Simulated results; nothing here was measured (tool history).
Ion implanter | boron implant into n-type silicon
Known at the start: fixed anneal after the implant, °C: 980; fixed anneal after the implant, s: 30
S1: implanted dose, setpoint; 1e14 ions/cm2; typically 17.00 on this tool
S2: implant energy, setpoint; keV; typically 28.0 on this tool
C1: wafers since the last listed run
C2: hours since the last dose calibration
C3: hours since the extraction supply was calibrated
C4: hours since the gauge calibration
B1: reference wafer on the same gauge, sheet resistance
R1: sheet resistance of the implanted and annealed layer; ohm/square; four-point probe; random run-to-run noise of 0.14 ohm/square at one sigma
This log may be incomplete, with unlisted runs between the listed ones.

| run | hour | S1 | S2 | C1 | C2 | C3 | C4 | B1 | R1 |
|---|---|---|---|---|---|---|---|---|---|
| 1 | 0.0 | 17.00 | 34.0 | 0 | 1556.7 | 5740.3 | 0.4 | 74.95 | 86.28 |
| 2 | 84.0 | 17.00 | 34.0 | 2457 | 1640.7 | 5824.3 | 84.4 | 74.92 | 86.29 |
| 3 | 100.2 | 17.00 | 34.0 | 474 | 1656.9 | 5840.5 | 100.6 | 74.93 | 86.22 |
| 4 | 135.7 | 17.00 | 28.0 | 1038 | 1692.4 | 5876.0 | 136.1 | 74.97 | 88.79 |
| 5 | 167.9 | 17.00 | 35.0 | 942 | 1724.6 | 5908.2 | 168.3 | 74.92 | 85.82 |
| 6 | 195.8 | 19.46 | 25.5 | 816 | 1752.5 | 5936.1 | 196.2 | 74.96 | 83.37 |
| 7 | 255.4 | 19.46 | 25.5 | 1743 | 1812.1 | 5995.7 | 255.8 | 74.85 | 83.10 |
| 8 | 278.4 | 19.46 | 25.5 | 672 | 1835.1 | 6018.7 | 278.8 | 74.97 | 83.11 |
| 9 | 308.3 | 20.30 | 32.0 | 874 | 1865.0 | 6048.6 | 308.7 | 74.91 | 77.44 |
| 10 | 334.9 | 20.30 | 32.0 | 778 | 1891.6 | 6075.2 | 335.3 | 74.91 | 77.56 |
| 11 | 360.9 | 20.45 | 21.5 | 760 | 1917.6 | 6101.2 | 361.3 | 74.90 | 85.02 |
| 12 | 388.7 | 20.45 | 21.5 | 813 | 1945.4 | 6129.0 | 389.1 | 74.86 | 84.78 |
| 13 | 412.5 | 20.45 | 21.5 | 696 | 1969.2 | 6152.8 | 412.9 | 74.88 | 84.61 |
| 14 | 444.6 | 17.00 | 28.0 | 939 | 2001.3 | 6184.9 | 445.0 | 74.90 | 88.28 |
| 15 | 474.1 | 13.02 | 28.0 | 863 | 2030.8 | 6214.4 | 474.5 | 74.90 | 105.84 |
| 16 | 500.2 | 17.00 | 28.0 | 763 | 2056.9 | 6240.5 | 500.6 | 74.93 | 87.84 |
| 17 | 528.1 | 14.74 | 31.0 | 816 | 2084.8 | 6268.4 | 528.5 | 74.92 | 95.82 |
|  | 543.4 | extraction supply calibrated |
| 18 | 544.3 | 19.44 | 21.0 | 239 | 2101.0 | 0.9 | 544.7 | 74.88 | 87.18 |
| 19 | 571.4 | 15.20 | 19.5 | 792 | 2128.1 | 28.0 | 571.8 | 74.89 | 101.12 |
| 20 | 587.5 | 14.84 | 33.5 | 471 | 2144.2 | 44.1 | 587.9 | 74.96 | 94.19 |
| 21 | 603.6 | 18.88 | 24.5 | 471 | 2160.3 | 60.2 | 604.0 | 74.93 | 85.02 |
|  | 643.0 | Faraday cup replaced and dose calibrated |
| 22 | 643.5 | 21.18 | 19.5 | 933 | 0.5 | 100.1 | 643.9 | 74.91 | 87.70 |
|  | 663.1 | gauge calibrated |
| 23 | 669.0 | 17.00 | 36.0 | 746 | 26.0 | 125.6 | 5.9 | 74.89 | 87.48 |
| 24 | 681.7 | 12.96 | 30.5 | 371 | 38.7 | 138.3 | 18.6 | 74.97 | 108.08 |
| 25 | 696.4 | 20.45 | 21.5 | 430 | 53.4 | 153.0 | 33.3 | 74.93 | 86.10 |
| 26 | 759.5 | 20.30 | 32.0 | 1846 | 116.5 | 216.1 | 96.4 | 74.96 | 79.11 |
| 27 | 773.6 | 17.00 | 28.0 | 412 | 130.6 | 230.2 | 110.5 | 74.91 | 90.35 |
| 28 | 809.5 | 17.00 | 28.0 | 1050 | 166.5 | 266.1 | 146.4 | 74.86 | 90.11 |
| 29 | 836.8 | 21.34 | 33.5 | 798 | 193.8 | 293.4 | 173.7 | 74.94 | 76.13 |
| 30 | 860.3 | 20.15 | 34.5 | 687 | 217.3 | 316.9 | 197.2 | 74.87 | 78.09 |

Measured less the same run without the tool's hidden state. The same run-to-run variation is in both; the gauge's scatter may not be:
Unlogged tool condition in this case: deviation of the true dose from the Faraday cup's reading, %; deviation of the true energy from its setpoint, %; gauge reads high (%).
| run | R1 |
|---|---|
| 1 | -2.09 |
| 2 | -2.19 |
| 3 | -2.20 |
| 4 | -2.15 |
| 5 | -2.30 |
| 6 | -1.81 |
| 7 | -1.86 |
| 8 | -1.88 |
| 9 | -1.95 |
| 10 | -1.98 |
| 11 | -1.69 |
| 12 | -1.71 |
| 13 | -1.72 |
| 14 | -2.49 |
| 15 | -3.45 |
| 16 | -2.53 |
| 17 | -3.12 |
| 18 | -1.94 |
| 19 | -2.69 |
| 20 | -3.20 |
| 21 | -2.22 |
| 22 | -0.16 |
| 23 | -0.30 |
| 24 | -0.42 |
| 25 | -0.22 |
| 26 | -0.33 |
| 27 | -0.41 |
| 28 | -0.45 |
| 29 | -0.38 |
| 30 | -0.43 |
